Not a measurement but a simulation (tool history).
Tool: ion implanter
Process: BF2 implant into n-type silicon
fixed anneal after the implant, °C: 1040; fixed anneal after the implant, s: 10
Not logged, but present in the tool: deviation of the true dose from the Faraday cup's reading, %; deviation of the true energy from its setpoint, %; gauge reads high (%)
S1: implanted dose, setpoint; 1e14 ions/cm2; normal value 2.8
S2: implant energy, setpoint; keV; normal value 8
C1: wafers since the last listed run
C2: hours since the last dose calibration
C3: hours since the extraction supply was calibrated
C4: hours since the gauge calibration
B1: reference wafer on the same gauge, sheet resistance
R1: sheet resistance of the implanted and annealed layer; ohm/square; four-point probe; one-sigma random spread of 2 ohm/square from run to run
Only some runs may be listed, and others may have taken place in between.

run 1 hour=0 | S1=2.8 S2=8 | C1=0 C2=1462.7 C3=3698.5 C4=613.6 | B1=461.06 | R1=495.55
run 2 hour=16.4 | S1=2.8 S2=8 | C1=428 C2=1479.1 C3=3714.9 C4=630 | B1=461.03 | R1=499.46
run 3 hour=36.2 | S1=2.8 S2=8 | C1=517 C2=1498.9 C3=3734.7 C4=649.8 | B1=460.86 | R1=499.71
run 4 hour=60.3 | S1=2.55 S2=8 | C1=629 C2=1523 C3=3758.8 C4=673.9 | B1=461.13 | R1=538.01
run 5 hour=95.1 | S1=2.8 S2=8 | C1=908 C2=1557.8 C3=3793.6 C4=708.7 | B1=460.91 | R1=498.52
run 6 hour=116.5 | S1=2.18 S2=8 | C1=558 C2=1579.2 C3=3815 C4=730.1 | B1=461.1 | R1=611.71
run 7 hour=139.3 | S1=2.18 S2=8 | C1=595 C2=1602 C3=3837.8 C4=752.9 | B1=461.48 | R1=609.66
run 8 hour=173 | S1=2.8 S2=8 | C1=879 C2=1635.7 C3=3871.5 C4=786.6 | B1=460.93 | R1=502.37
run 9 hour=195.3 | S1=2.8 S2=8 | C1=582 C2=1658 C3=3893.8 C4=808.9 | B1=460.7 | R1=496.56
run 10 hour=228.5 | S1=2.27 S2=8 | C1=866 C2=1691.2 C3=3927 C4=842.1 | B1=460.92 | R1=589.87
run 11 hour=258.1 | S1=2.8 S2=8 | C1=772 C2=1720.8 C3=3956.6 C4=871.7 | B1=460.81 | R1=499.09
run 12 hour=280.8 | S1=2.8 S2=8 | C1=592 C2=1743.5 C3=3979.3 C4=894.4 | B1=460.74 | R1=505.35
run 13 hour=305.4 | S1=2.8 S2=8 | C1=642 C2=1768.1 C3=4003.9 C4=919 | B1=461.31 | R1=503.06
-- hour=318.8 Faraday cup replaced and dose calibrated
-- hour=319.8 extraction supply calibrated
run 14 hour=335.1 | S1=2.8 S2=8 | C1=538 C2=16.3 C3=15.3 C4=948.7 | B1=461.08 | R1=511.25
-- hour=362.8 gauge calibrated
run 15 hour=369.6 | S1=2.8 S2=8 | C1=900 C2=50.8 C3=49.8 C4=6.8 | B1=461.28 | R1=513.66
run 16 hour=404.9 | S1=2.8 S2=7 | C1=921 C2=86.1 C3=85.1 C4=42.1 | B1=460.63 | R1=527.17
run 17 hour=435.4 | S1=2.8 S2=8 | C1=796 C2=116.6 C3=115.6 C4=72.6 | B1=460.93 | R1=513.62
-- hour=513.3 Faraday cup replaced and dose calibrated, repeated, since the last time left the tool worse
run 18 hour=513.8 | S1=2.8 S2=9 | C1=1838 C2=0.5 C3=194 C4=151 | B1=460.87 | R1=477.59
run 19 hour=545.1 | S1=2.8 S2=8 | C1=817 C2=31.8 C3=225.3 C4=182.3 | B1=461.07 | R1=489.11
run 20 hour=572.9 | S1=1.97 S2=10.5 | C1=725 C2=59.6 C3=253.1 C4=210.1 | B1=460.68 | R1=626.81
run 21 hour=603.7 | S1=2.8 S2=8 | C1=804 C2=90.4 C3=283.9 C4=240.9 | B1=461.35 | R1=487.57
run 22 hour=624 | S1=3.44 S2=9.5 | C1=530 C2=110.7 C3=304.2 C4=261.2 | B1=460.54 | R1=408.52
run 23 hour=650.9 | S1=2.8 S2=8 | C1=702 C2=137.6 C3=331.1 C4=288.1 | B1=461.07 | R1=487.56
run 24 hour=678 | S1=2.8 S2=8 | C1=707 C2=164.7 C3=358.2 C4=315.2 | B1=460.94 | R1=485.69
run 25 hour=706.2 | S1=2.45 S2=8 | C1=736 C2=192.9 C3=386.4 C4=343.4 | B1=460.69 | R1=540.73
run 26 hour=732.7 | S1=2.8 S2=8 | C1=691 C2=219.4 C3=412.9 C4=369.9 | B1=460.81 | R1=490.6
run 27 hour=767.6 | S1=3.11 S2=9 | C1=911 C2=254.3 C3=447.8 C4=404.8 | B1=461.1 | R1=441.44
run 28 hour=782.4 | S1=3.06 S2=10 | C1=386 C2=269.1 C3=462.6 C4=419.6 | B1=461.04 | R1=440.76
run 29 hour=807.4 | S1=2.8 S2=9.5 | C1=652 C2=294.1 C3=487.6 C4=444.6 | B1=460.86 | R1=471.07
run 30 hour=828.4 | S1=3.2 S2=10 | C1=548 C2=315.1 C3=508.6 C4=465.6 | B1=460.62 | R1=423.93
run 31 hour=850.9 | S1=2.37 S2=9.5 | C1=587 C2=337.6 C3=531.1 C4=488.1 | B1=460.74 | R1=542.79
run 32 hour=880.8 | S1=2.8 S2=6 | C1=780 C2=367.5 C3=561 C4=518 | B1=461.23 | R1=521.46
run 33 hour=914.8 | S1=2.8 S2=9.5 | C1=887 C2=401.5 C3=595 C4=552 | B1=461.15 | R1=472.31
run 34 hour=928.9 | S1=2.45 S2=5.5 | C1=368 C2=415.6 C3=609.1 C4=566.1 | B1=461.64 | R1=589.76

Alternative continuations, all from the tool just after run 34; predict every row:
run A hour=929.3 | S1=3.12 S2=8 | C1=10 C2=416 C3=609.5 C4=566.5 | B1=? | R1=?
run B hour=929.3 | S1=2.8 S2=6.5 | C1=10 C2=416 C3=609.5 C4=566.5 | B1=? | R1=?
run C hour=929.3 | S1=3.1 S2=9.5 | C1=10 C2=416 C3=609.5 C4=566.5 | B1=? | R1=?
run D hour=929.3 | S1=3.43 S2=8 | C1=10 C2=416 C3=609.5 C4=566.5 | B1=? | R1=?
run E hour=929.3 | S1=2.19 S2=10.5 | C1=10 C2=416 C3=609.5 C4=566.5 | B1=? | R1=?

run=A B1=461.41 R1=452.51
run=B B1=461.41 R1=513.08
run=C B1=461.41 R1=438.63
run=D B1=461.41 R1=424.96
run=E B1=461.41 R1=570.09
With no hidden state in the tool, these same runs would have given:
run=A R1=452.08
run=B R1=512.58
run=C R1=438.19
run=D R1=424.58
run=E R1=569.41
